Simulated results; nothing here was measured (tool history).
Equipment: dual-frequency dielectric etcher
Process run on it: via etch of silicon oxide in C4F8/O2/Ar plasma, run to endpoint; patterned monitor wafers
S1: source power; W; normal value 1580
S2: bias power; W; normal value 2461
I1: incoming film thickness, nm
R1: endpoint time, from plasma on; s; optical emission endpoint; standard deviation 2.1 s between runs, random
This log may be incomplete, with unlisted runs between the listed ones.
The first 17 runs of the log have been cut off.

{"run": 18, "day": 53.354, "S1": 1750, "S2": 2670, "I1": 2023.1, "R1": 373.7}
{"day": 57.988, "done": "wet clean of the chamber"}
{"run": 19, "day": 58.008, "S1": 1960, "S2": 2146, "I1": 1998.9, "R1": 381.7}
{"run": 20, "day": 60.742, "S1": 1580, "S2": 2461, "I1": 1984.5, "R1": 398}
{"day": 63.371, "done": "source power generator calibrated"}
{"run": 21, "day": 63.492, "S1": 1580, "S2": 2461, "I1": 1995.1, "R1": 411.4}
{"day": 65.4, "done": "bias power generator calibrated"}
{"run": 22, "day": 67.417, "S1": 1290, "S2": 2015, "I1": 1991.7, "R1": 496.7}
{"run": 23, "day": 69.25, "S1": 1580, "S2": 2461, "I1": 1992.9, "R1": 410.3}
{"run": 24, "day": 70.992, "S1": 1580, "S2": 2461, "I1": 1969.4, "R1": 401.9}
{"run": 25, "day": 74.658, "S1": 1470, "S2": 2461, "I1": 1993, "R1": 422.6}
{"day": 77.912, "done": "wet clean of the chamber"}
{"run": 26, "day": 78.958, "S1": 1580, "S2": 2194, "I1": 2007.1, "R1": 427}
{"run": 27, "day": 82.008, "S1": 1300, "S2": 2965, "I1": 1970.5, "R1": 420.1}
{"run": 28, "day": 84.783, "S1": 1580, "S2": 2461, "I1": 1992.6, "R1": 405.9}
{"run": 29, "day": 89.154, "S1": 1210, "S2": 1883, "I1": 1991.8, "R1": 525.9}
{"run": 30, "day": 92.888, "S1": 1950, "S2": 2840, "I1": 1978.5, "R1": 344.1}
{"run": 31, "day": 96.179, "S1": 1580, "S2": 2461, "I1": 2009.1, "R1": 409.1}
{"run": 32, "day": 99.162, "S1": 1770, "S2": 2864, "I1": 1999.7, "R1": 361.3}
{"day": 100.833, "done": "wet clean of the chamber"}
{"run": 33, "day": 100.854, "S1": 1580, "S2": 1979, "I1": 1974.4, "R1": 439.3}
{"run": 34, "day": 104.862, "S1": 1580, "S2": 2461, "I1": 1988.1, "R1": 403.5}

5 ways to go on from here, each from the tool as it stands after run 34. What would each give?
{"run": "A", "day": 104.883, "S1": 1580, "S2": 1908, "I1": 2016.9, "R1": "?"}
{"run": "B", "day": 104.883, "S1": 1210, "S2": 2461, "I1": 2016.9, "R1": "?"}
{"run": "C", "day": 104.883, "S1": 1480, "S2": 2983, "I1": 2016.9, "R1": "?"}
{"run": "D", "day": 104.883, "S1": 1960, "S2": 2098, "I1": 2016.9, "R1": "?"}
{"run": "E", "day": 104.883, "S1": 1580, "S2": 2143, "I1": 2016.9, "R1": "?"}

run=A R1=458
run=B R1=480.1
run=C R1=396.3
run=D R1=393.7
run=E R1=436.9
Had the tool no hidden state, the same runs would have come out as:
run=A R1=463.6
run=B R1=485.7
run=C R1=400.9
run=D R1=398.4
run=E R1=442.1
